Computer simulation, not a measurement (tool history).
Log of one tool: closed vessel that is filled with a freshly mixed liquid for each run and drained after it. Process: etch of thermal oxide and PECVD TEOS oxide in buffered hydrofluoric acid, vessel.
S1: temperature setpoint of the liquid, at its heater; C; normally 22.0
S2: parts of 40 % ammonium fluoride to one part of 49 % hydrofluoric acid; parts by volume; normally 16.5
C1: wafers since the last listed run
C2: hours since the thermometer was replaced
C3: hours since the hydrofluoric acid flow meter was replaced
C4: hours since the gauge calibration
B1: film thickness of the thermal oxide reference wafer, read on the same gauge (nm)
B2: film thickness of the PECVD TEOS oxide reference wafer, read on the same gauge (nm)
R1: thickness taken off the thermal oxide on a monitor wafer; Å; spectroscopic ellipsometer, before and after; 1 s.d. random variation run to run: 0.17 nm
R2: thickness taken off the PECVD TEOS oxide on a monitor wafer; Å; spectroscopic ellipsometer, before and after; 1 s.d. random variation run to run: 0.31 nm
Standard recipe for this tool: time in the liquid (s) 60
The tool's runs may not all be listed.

run 1 hour=0.0 | S1=22.0 S2=16.5 time_in_the_liquid_(s)=60 | C1=0 C2=45.4 C3=2675.5 C4=75.7 | B1=80.00 B2=140.01 | R1=308.8 R2=453.7
run 2 hour=11.6 | S1=22.0 S2=16.5 time_in_the_liquid_(s)=60 | C1=843 C2=57.0 C3=2687.1 C4=87.3 | B1=79.99 B2=140.01 | R1=309.8 R2=456.5
run 3 hour=20.5 | S1=22.0 S2=16.5 time_in_the_liquid_(s)=60 | C1=647 C2=65.9 C3=2696.0 C4=96.2 | B1=79.99 B2=139.98 | R1=307.6 R2=456.6
run 4 hour=35.9 | S1=22.0 S2=16.5 time_in_the_liquid_(s)=60 | C1=1119 C2=81.3 C3=2711.4 C4=111.6 | B1=79.99 B2=140.03 | R1=310.8 R2=453.8
run 5 hour=44.4 | S1=22.0 S2=16.5 time_in_the_liquid_(s)=60 | C1=618 C2=89.8 C3=2719.9 C4=120.1 | B1=80.01 B2=140.00 | R1=310.5 R2=455.7
run 6 hour=57.3 | S1=27.0 S2=10.0 time_in_the_liquid_(s)=35 | C1=938 C2=102.7 C3=2732.8 C4=133.0 | B1=80.00 B2=140.01 | R1=390.5 R2=569.6
run 7 hour=69.7 | S1=19.0 S2=16.5 time_in_the_liquid_(s)=80 | C1=901 C2=115.1 C3=2745.2 C4=145.4 | B1=80.02 B2=140.04 | R1=348.7 R2=512.4
run 8 hour=77.7 | S1=22.0 S2=14.5 time_in_the_liquid_(s)=60 | C1=581 C2=123.1 C3=2753.2 C4=153.4 | B1=80.00 B2=140.00 | R1=354.7 R2=515.2
-- hour=80.1 hydrofluoric acid flow meter replaced
run 9 hour=85.8 | S1=25.0 S2=10.0 time_in_the_liquid_(s)=35 | C1=516 C2=131.2 C3=5.7 C4=161.5 | B1=80.02 B2=140.01 | R1=400.3 R2=593.0
run 10 hour=100.2 | S1=26.5 S2=19.5 time_in_the_liquid_(s)=60 | C1=1047 C2=145.6 C3=20.1 C4=175.9 | B1=79.99 B2=139.99 | R1=387.8 R2=566.0
run 11 hour=117.0 | S1=20.5 S2=10.0 time_in_the_liquid_(s)=85 | C1=1221 C2=162.4 C3=36.9 C4=192.7 | B1=80.00 B2=139.99 | R1=759.9 R2=1123.7
run 12 hour=131.8 | S1=22.0 S2=16.5 time_in_the_liquid_(s)=60 | C1=1076 C2=177.2 C3=51.7 C4=207.5 | B1=80.00 B2=140.00 | R1=357.1 R2=520.7
run 13 hour=145.4 | S1=22.0 S2=16.5 time_in_the_liquid_(s)=60 | C1=988 C2=190.8 C3=65.3 C4=221.1 | B1=80.00 B2=139.99 | R1=356.5 R2=524.6
run 14 hour=155.7 | S1=22.0 S2=16.5 time_in_the_liquid_(s)=60 | C1=749 C2=201.1 C3=75.6 C4=231.4 | B1=80.00 B2=140.02 | R1=357.8 R2=524.5
run 15 hour=171.3 | S1=22.0 S2=14.0 time_in_the_liquid_(s)=90 | C1=1134 C2=216.7 C3=91.2 C4=247.0 | B1=79.99 B2=140.01 | R1=631.4 R2=931.2
run 16 hour=183.4 | S1=22.0 S2=16.5 time_in_the_liquid_(s)=60 | C1=879 C2=228.8 C3=103.3 C4=259.1 | B1=79.99 B2=140.04 | R1=356.4 R2=531.0
run 17 hour=199.1 | S1=19.5 S2=16.5 time_in_the_liquid_(s)=80 | C1=1141 C2=244.5 C3=119.0 C4=274.8 | B1=79.98 B2=139.99 | R1=414.4 R2=609.7
run 18 hour=206.8 | S1=20.5 S2=10.5 time_in_the_liquid_(s)=95 | C1=559 C2=252.2 C3=126.7 C4=282.5 | B1=80.01 B2=139.98 | R1=814.6 R2=1187.6
run 19 hour=217.8 | S1=25.5 S2=12.0 time_in_the_liquid_(s)=90 | C1=799 C2=263.2 C3=137.7 C4=293.5 | B1=80.00 B2=140.02 | R1=884.7 R2=1301.4
run 20 hour=234.4 | S1=22.0 S2=21.0 time_in_the_liquid_(s)=35 | C1=1207 C2=279.8 C3=154.3 C4=310.1 | B1=80.00 B2=139.99 | R1=167.8 R2=246.4
run 21 hour=246.3 | S1=20.0 S2=16.5 time_in_the_liquid_(s)=40 | C1=865 C2=291.7 C3=166.2 C4=322.0 | B1=79.99 B2=139.99 | R1=214.3 R2=311.7
run 22 hour=288.9 | S1=19.5 S2=16.5 time_in_the_liquid_(s)=60 | C1=3097 C2=334.3 C3=208.8 C4=364.6 | B1=80.01 B2=140.02 | R1=308.0 R2=458.7
run 23 hour=296.6 | S1=17.5 S2=20.5 time_in_the_liquid_(s)=60 | C1=559 C2=342.0 C3=216.5 C4=372.3 | B1=80.01 B2=140.00 | R1=225.9 R2=333.5
run 24 hour=308.5 | S1=18.5 S2=11.0 time_in_the_liquid_(s)=90 | C1=865 C2=353.9 C3=228.4 C4=384.2 | B1=80.02 B2=140.00 | R1=662.6 R2=963.3
run 25 hour=319.2 | S1=22.0 S2=16.5 time_in_the_liquid_(s)=60 | C1=778 C2=364.6 C3=239.1 C4=394.9 | B1=80.01 B2=139.98 | R1=362.1 R2=523.1
run 26 hour=329.9 | S1=22.0 S2=16.5 time_in_the_liquid_(s)=60 | C1=778 C2=375.3 C3=249.8 C4=405.6 | B1=79.99 B2=139.99 | R1=356.5 R2=525.3

Here are 4 independent what-if runs from the current tool condition. What would each one return?
run A hour=330.6 | S1=22.0 S2=16.5 time_in_the_liquid_(s)=60 | C1=50 C2=376.0 C3=250.5 C4=406.3 | B1=? B2=? | R1=? R2=?
run B hour=330.6 | S1=18.0 S2=16.5 time_in_the_liquid_(s)=80 | C1=50 C2=376.0 C3=250.5 C4=406.3 | B1=? B2=? | R1=? R2=?
run C hour=330.6 | S1=17.5 S2=21.5 time_in_the_liquid_(s)=95 | C1=50 C2=376.0 C3=250.5 C4=406.3 | B1=? B2=? | R1=? R2=?
run D hour=330.6 | S1=25.0 S2=21.5 time_in_the_liquid_(s)=60 | C1=50 C2=376.0 C3=250.5 C4=406.3 | B1=? B2=? | R1=? R2=?

run=A B1=80.01 B2=140.00 R1=359.2 R2=527.9
run=B B1=80.01 B2=140.00 R1=382.9 R2=562.6
run=C B1=80.01 B2=140.00 R1=349.3 R2=513.3
run=D B1=80.01 B2=140.00 R1=334.8 R2=492.0
With no hidden state in the tool, these same runs would have given:
run=A R1=357.2 R2=524.9
run=B R1=380.6 R2=559.2
run=C R1=345.5 R2=507.7
run=D R1=331.5 R2=487.1
